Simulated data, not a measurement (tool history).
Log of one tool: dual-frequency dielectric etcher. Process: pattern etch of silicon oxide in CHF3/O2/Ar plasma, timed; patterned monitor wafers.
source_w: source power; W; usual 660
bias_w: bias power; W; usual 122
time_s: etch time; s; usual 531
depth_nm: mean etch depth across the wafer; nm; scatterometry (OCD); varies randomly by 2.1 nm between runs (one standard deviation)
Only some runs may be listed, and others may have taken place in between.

run   hour  source_w  bias_w  time_s  read-back reference wafer on the same gauge, depth_nm  depth_nm
  1      0       660     143     531                                                 1161.7    1008.4
  2   19.1       660     122     531                                                   1162     930.1
  3   52.3       660     122     531                                                 1162.1     927.6
      85.9  -- wet clean of the chamber
  4   86.4       660     122     531                                                 1161.7     951.6
  5  106.3       660     122     531                                                 1161.9     951.5
  6  138.6       660     122     531                                                 1161.6     950.6
  7  169.5       600     122     531                                                 1161.2       913
  8    186       660     122     531                                                 1161.8     948.6
  9  200.8       660     122     531                                                 1161.5     946.3
       216  -- gauge calibrated
 10  233.6       660     122     531                                                 1161.5     943.9
 11    247       710     122     531                                                 1161.7       968
 12  274.1       710     122     531                                                 1161.3       967
     303.1  -- source power generator calibrated
 13  303.6       660     122     531                                                 1161.7       937
 14  332.3       660     114     485                                                 1161.2       825
 15  364.6       660     103     659                                                   1163    1060.7
     406.5  -- upper electrode replaced
 16  435.3       660     103     659                                                 1161.8    1062.6
     482.2  -- wet clean of the chamber
 17  482.7       800     122   427.5                                                 1161.5     822.7
 18  483.2       660     141     483                                                 1162.1     928.3
 19  490.9       610     122   402.5                                                 1162.4     701.6
 20  513.3       590      95     378                                                 1162.4     575.7
 21  532.1       620     122     599                                                 1162.3    1047.6
 22  546.2       660     122     531                                                 1162.6     950.8
 23  566.9       570     122     531                                                 1162.5     898.7
 24  581.8       660     122     531                                                 1162.4     947.6
     594.2  -- bias power generator calibrated
 25  597.2       820     104     633                                                   1162    1161.8

Forecast run 26:
     601.5  -- gauge calibrated
 26  616.2       660     122     531                                                      ?         ?

{"run 26": {"read-back reference wafer on the same gauge, depth_nm": 1162.6, "depth_nm": 972.6}}
Take away the tool's hidden state, keep the run-to-run variation as it was, and the same run would have given depth_nm 974.7 nm.
